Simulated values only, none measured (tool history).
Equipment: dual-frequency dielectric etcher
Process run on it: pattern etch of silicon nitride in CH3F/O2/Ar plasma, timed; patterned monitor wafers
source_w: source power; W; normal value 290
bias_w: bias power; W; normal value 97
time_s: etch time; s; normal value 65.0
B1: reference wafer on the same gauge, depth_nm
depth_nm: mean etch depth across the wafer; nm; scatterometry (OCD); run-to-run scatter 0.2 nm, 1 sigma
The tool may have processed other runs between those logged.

Run 1, hour 0.0: usual settings; B1 43.44. Result: depth_nm 41.29 nm.
Run 2, hour 63.1: usual settings; B1 43.43. Result: depth_nm 41.30 nm.
Run 3, hour 114.9: usual settings; B1 43.43. Result: depth_nm 41.20 nm.
Run 4, hour 169.9: usual settings; B1 43.40. Result: depth_nm 42.19 nm.
At hour 222.5: wet clean of the chamber.
Run 5, hour 227.1: usual settings but source_w 230 W, bias_w 108 W, time_s 82.0 s; B1 43.41. Result: depth_nm 50.14 nm.
Run 6, hour 253.8: usual settings but source_w 360 W; B1 43.37. Result: depth_nm 43.06 nm.
Run 7, hour 307.7: usual settings but source_w 250 W, bias_w 111 W, time_s 79.0 s; B1 43.39. Result: depth_nm 49.67 nm.
At hour 341.1: bias power generator calibrated.
Run 8, hour 372.4: usual settings but source_w 330 W, bias_w 108 W, time_s 49.5 s; B1 43.39. Result: depth_nm 33.21 nm.
Run 9, hour 407.1: usual settings but source_w 230 W; B1 43.41. Result: depth_nm 39.13 nm.
Run 10, hour 455.0: usual settings but time_s 82.0 s; B1 43.38. Result: depth_nm 51.64 nm.
Run 11, hour 505.6: usual settings but source_w 340 W, bias_w 81 W, time_s 75.5 s; B1 43.42. Result: depth_nm 48.12 nm.
Run 12, hour 560.2: usual settings; B1 43.41. Result: depth_nm 41.63 nm.
Run 13, hour 594.9: usual settings but time_s 48.0 s; B1 43.44. Result: depth_nm 30.50 nm.
At hour 651.5: upper electrode replaced.
Run 14, hour 666.0: usual settings but bias_w 87 W, time_s 50.0 s; B1 43.39. Result: depth_nm 31.36 nm.
Run 15, hour 726.5: usual settings but source_w 260 W, bias_w 118 W, time_s 75.5 s; B1 43.39. Result: depth_nm 49.77 nm.
Run 16, hour 755.5: usual settings but bias_w 74 W, time_s 48.5 s; B1 43.38. Result: depth_nm 29.57 nm.
At hour 762.8: source power generator calibrated.
At hour 789.8: wet clean of the chamber.
Run 17, hour 814.2: usual settings but time_s 70.5 s; B1 43.41. Result: depth_nm 44.56 nm.
Run 18, hour 854.5: usual settings; B1 43.38. Result: depth_nm 40.87 nm.
Run 19, hour 893.1: usual settings; B1 43.41. Result: depth_nm 41.33 nm.
Run 20, hour 930.6: usual settings but bias_w 78 W; B1 43.39. Result: depth_nm 39.25 nm.
Run 21, hour 1002.6: usual settings but source_w 360 W, bias_w 109 W; B1 43.39. Result: depth_nm 45.04 nm.
Run 22, hour 1055.8: usual settings but bias_w 90 W; B1 43.40. Result: depth_nm 40.79 nm.
Run 23, hour 1114.6: usual settings but source_w 320 W; B1 43.43. Result: depth_nm 42.66 nm.
Run 24, hour 1175.5: usual settings but source_w 240 W, bias_w 110 W, time_s 82.5 s; B1 43.43. Result: depth_nm 53.28 nm.
At hour 1277.2: wet clean of the chamber.
Run 25, hour 1278.0: usual settings but time_s 81.5 s; B1 43.44. Result: depth_nm 50.94 nm.
Run 26, hour 1348.1: usual settings; B1 43.41. Result: depth_nm 41.35 nm.
At hour 1387.4: gauge calibrated.
Run 27, hour 1412.5: usual settings but bias_w 106 W; B1 43.41. Result: depth_nm 42.27 nm.
Run 28, hour 1438.9: usual settings but source_w 320 W, bias_w 74 W, time_s 45.5 s; B1 43.44. Result: depth_nm 27.66 nm.
Run 29, hour 1503.7: usual settings but source_w 330 W, bias_w 104 W, time_s 70.5 s; B1 43.39. Result: depth_nm 47.51 nm.

What if the next run were any one of these 5? Each begins from the tool's condition after run 29:
Run A, hour 1504.1: usual settings; B1 ?. Result: depth_nm ?.
Run B, hour 1504.1: usual settings but source_w 270 W, bias_w 111 W, time_s 58.5 s; B1 ?. Result: depth_nm ?.
Run C, hour 1504.1: usual settings but time_s 55.0 s; B1 ?. Result: depth_nm ?.
Run D, hour 1504.1: usual settings but source_w 330 W, bias_w 118 W; B1 ?. Result: depth_nm ?.
Run E, hour 1504.1: usual settings but bias_w 75 W, time_s 53.5 s; B1 ?. Result: depth_nm ?.

run     B1  depth_nm
  A  43.40     41.41
  B  43.40     38.02
  C  43.40     35.04
  D  43.40     44.95
  E  43.40     32.02
Without the tool's hidden state the same runs would have given:
run  depth_nm
  A     40.57
  B     37.25
  C     34.33
  D     44.04
  E     31.37
